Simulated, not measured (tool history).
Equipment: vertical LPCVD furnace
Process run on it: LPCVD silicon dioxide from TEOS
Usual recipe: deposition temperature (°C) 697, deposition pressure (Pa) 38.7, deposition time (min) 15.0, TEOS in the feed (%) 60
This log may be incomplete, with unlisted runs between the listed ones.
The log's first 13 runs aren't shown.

run     day  deposition temperature (°C)  deposition pressure (Pa)  deposition time (min)  TEOS in the feed (%)  wafers since the last listed run  hours since the last temperature calibration  hours since the pressure gauge was zeroed  hours since the TEOS flow controller was replaced  hours since the gauge calibration  read-back reference wafer on the same gauge, thickness  film thickness on the monitor wafer in the middle of the boat (nm)
     18.504  -- gauge calibrated
 14  18.750                          697                      38.7                   15.0                    60                               165                                        4187.9                                       16.0                                             5198.8                                5.9                                                   82.28                                                              105.27
 15  19.292                          697                      38.7                   15.0                    60                               138                                        4200.9                                       29.0                                             5211.8                               18.9                                                   82.22                                                              105.46
     20.575  -- thermocouples replaced and temperature profile calibrated
 16  20.596                          697                      38.7                   17.5                    60                                77                                           0.5                                       60.3                                             5243.1                               50.2                                                   82.30                                                              129.47
 17  21.042                          687                      44.7                   20.0                    68                               114                                          11.2                                       71.0                                             5253.8                               60.9                                                   82.32                                                              133.67
 18  22.488                          708                      44.7                   12.5                    64                               369                                          45.9                                      105.7                                             5288.5                               95.6                                                   82.20                                                              133.43
     24.121  -- TEOS flow controller replaced
 19  24.142                          687                      42.7                   15.0                    60                               167                                          85.6                                      145.4                                                0.5                              135.3                                                   82.18                                                               92.12
 20  24.338                          697                      36.0                   17.5                    60                                50                                          90.3                                      150.1                                                5.2                              140.0                                                   82.22                                                              125.64
     26.246  -- thermocouples replaced and temperature profile calibrated, repeated, since the last time left the tool worse
 21  26.267                          708                      47.3                   12.0                    68                               237                                           0.5                                      196.4                                               51.5                              186.3                                                   82.27                                                              121.17
 22  26.467                          697                      38.7                   18.0                    64                                51                                           5.3                                      201.2                                               56.3                              191.1                                                   82.19                                                              123.37
 23  26.992                          697                      38.7                   15.0                    60                               134                                          17.9                                      213.8                                               68.9                              203.7                                                   82.29                                                               98.84
 24  27.642                          693                      38.7                   15.0                    60                               166                                          33.5                                      229.4                                               84.5                              219.3                                                   82.27                                                               89.97
 25  28.717                          697                      38.7                    9.5                    56                               275                                          59.3                                      255.2                                              110.3                              245.1                                                   82.04                                                               60.69
 26  29.567                          697                      38.7                   15.0                    60                               217                                          79.7                                      275.6                                              130.7                              265.5                                                   82.22                                                               99.61
 27  30.112                          697                      38.7                   15.0                    60                               139                                          92.8                                      288.7                                              143.8                              278.6                                                   82.28                                                               99.47
 28  31.433                          697                      29.3                   20.5                    54                               337                                         124.5                                      320.4                                              175.5                              310.3                                                   82.30                                                              112.59
 29  32.342                          690                      46.0                   15.0                    60                               232                                         146.3                                      342.2                                              197.3                              332.1                                                   82.35                                                               92.28
 30  33.183                          703                      42.7                   17.0                    54                               215                                         166.5                                      362.4                                              217.5                              352.3                                                   82.21                                                              127.85
 31  34.396                          697                      38.7                    9.5                    60                               310                                         195.6                                      391.5                                              246.6                              381.4                                                   81.99                                                               62.74
 32  35.692                          697                      38.7                   15.0                    71                               331                                         226.7                                      422.6                                              277.7                              412.5                                                   82.32                                                              108.53

What if the next run were any one of these 3? Each begins from the tool's condition after run 32:
  A  35.892                          697                      30.0                   15.0                    60                                51                                         231.5                                      427.4                                              282.5                              417.3                                                       ?                                                                   ?
  B  35.892                          697                      38.7                   15.0                    65                                51                                         231.5                                      427.4                                              282.5                              417.3                                                       ?                                                                   ?
  C  35.892                          697                      38.7                   21.0                    60                                51                                         231.5                                      427.4                                              282.5                              417.3                                                       ?                                                                   ?

run  read-back reference wafer on the same gauge, thickness  film thickness on the monitor wafer in the middle of the boat (nm)
  A                                                   82.10                                                               87.65
  B                                                   82.10                                                              103.57
  C                                                   82.10                                                              139.32
The same runs, with their run-to-run variation unchanged, on a tool lacking any hidden condition would have given:
run  film thickness on the monitor wafer in the middle of the boat (nm)
  A                                                               86.83
  B                                                              102.60
  C                                                              138.01
